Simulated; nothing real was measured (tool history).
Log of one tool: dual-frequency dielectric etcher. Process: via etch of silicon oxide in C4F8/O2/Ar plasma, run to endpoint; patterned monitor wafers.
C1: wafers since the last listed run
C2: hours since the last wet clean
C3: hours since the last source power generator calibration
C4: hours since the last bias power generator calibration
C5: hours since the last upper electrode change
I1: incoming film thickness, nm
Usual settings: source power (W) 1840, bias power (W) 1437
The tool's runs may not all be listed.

run 1 day=0 | source_power_(W)=1840 bias_power_(W)=1665 | C1=0 C2=402.6 C3=2577.3 C4=3144.1 C5=4461.2 | I1=1339.8 | endpoint_time_(s)=308.3
run 2 day=2.533 | source_power_(W)=1560 bias_power_(W)=1437 | C1=365 C2=463.4 C3=2638.1 C4=3204.9 C5=4522 | I1=1332.8 | endpoint_time_(s)=341
run 3 day=5.942 | source_power_(W)=1560 bias_power_(W)=1437 | C1=492 C2=545.2 C3=2719.9 C4=3286.7 C5=4603.8 | I1=1342.1 | endpoint_time_(s)=346.4
run 4 day=8.942 | source_power_(W)=1560 bias_power_(W)=1437 | C1=433 C2=617.2 C3=2791.9 C4=3358.7 C5=4675.8 | I1=1325.8 | endpoint_time_(s)=343.3
-- day=12.946 wet clean of the chamber
run 5 day=13.142 | source_power_(W)=1720 bias_power_(W)=1545 | C1=461 C2=4.7 C3=2892.7 C4=3459.5 C5=4776.6 | I1=1351.2 | endpoint_time_(s)=323.8
run 6 day=16.992 | source_power_(W)=1840 bias_power_(W)=1437 | C1=555 C2=97.1 C3=2985.1 C4=3551.9 C5=4869 | I1=1350.6 | endpoint_time_(s)=329.4
run 7 day=19.504 | source_power_(W)=1840 bias_power_(W)=1437 | C1=362 C2=157.4 C3=3045.4 C4=3612.2 C5=4929.3 | I1=1346.2 | endpoint_time_(s)=328.8
run 8 day=23.304 | source_power_(W)=2110 bias_power_(W)=1560 | C1=548 C2=248.6 C3=3136.6 C4=3703.4 C5=5020.5 | I1=1335.8 | endpoint_time_(s)=304.1
run 9 day=25.592 | source_power_(W)=2110 bias_power_(W)=1560 | C1=330 C2=303.5 C3=3191.5 C4=3758.3 C5=5075.4 | I1=1339.7 | endpoint_time_(s)=305.9
run 10 day=29.833 | source_power_(W)=2110 bias_power_(W)=1560 | C1=612 C2=405.3 C3=3293.3 C4=3860.1 C5=5177.2 | I1=1331.9 | endpoint_time_(s)=305.7
run 11 day=32.021 | source_power_(W)=1840 bias_power_(W)=1437 | C1=315 C2=457.8 C3=3345.8 C4=3912.6 C5=5229.7 | I1=1337.7 | endpoint_time_(s)=330.9
-- day=33.571 upper electrode replaced
-- day=34.821 source power generator calibrated
run 12 day=38.246 | source_power_(W)=1840 bias_power_(W)=1437 | C1=730 C2=607.2 C3=82.2 C4=4062 C5=112.2 | I1=1330.4 | endpoint_time_(s)=331.5
-- day=40.221 wet clean of the chamber
run 13 day=40.242 | source_power_(W)=1840 bias_power_(W)=1437 | C1=143 C2=0.5 C3=130.1 C4=4109.9 C5=160.1 | I1=1331.5 | endpoint_time_(s)=325.8
run 14 day=43.483 | source_power_(W)=1840 bias_power_(W)=1130 | C1=468 C2=78.3 C3=207.9 C4=4187.7 C5=237.9 | I1=1345.8 | endpoint_time_(s)=367.4
-- day=43.65 bias power generator calibrated
run 15 day=46.55 | source_power_(W)=1610 bias_power_(W)=1754 | C1=418 C2=151.9 C3=281.5 C4=69.6 C5=311.5 | I1=1331.9 | endpoint_time_(s)=304.1
run 16 day=49.654 | source_power_(W)=2130 bias_power_(W)=1437 | C1=448 C2=226.4 C3=356 C4=144.1 C5=386 | I1=1325.5 | endpoint_time_(s)=304.7

Run 17 comes next. What will it give?
run 17 day=53.121 | source_power_(W)=1840 bias_power_(W)=1437 | C1=500 C2=309.6 C3=439.2 C4=227.3 C5=469.2 | I1=1327.5 | endpoint_time_(s)=?

Run 17 gave endpoint time (s) 318.9.
Without the tool's hidden state the same run would have given endpoint time (s) 315.1.
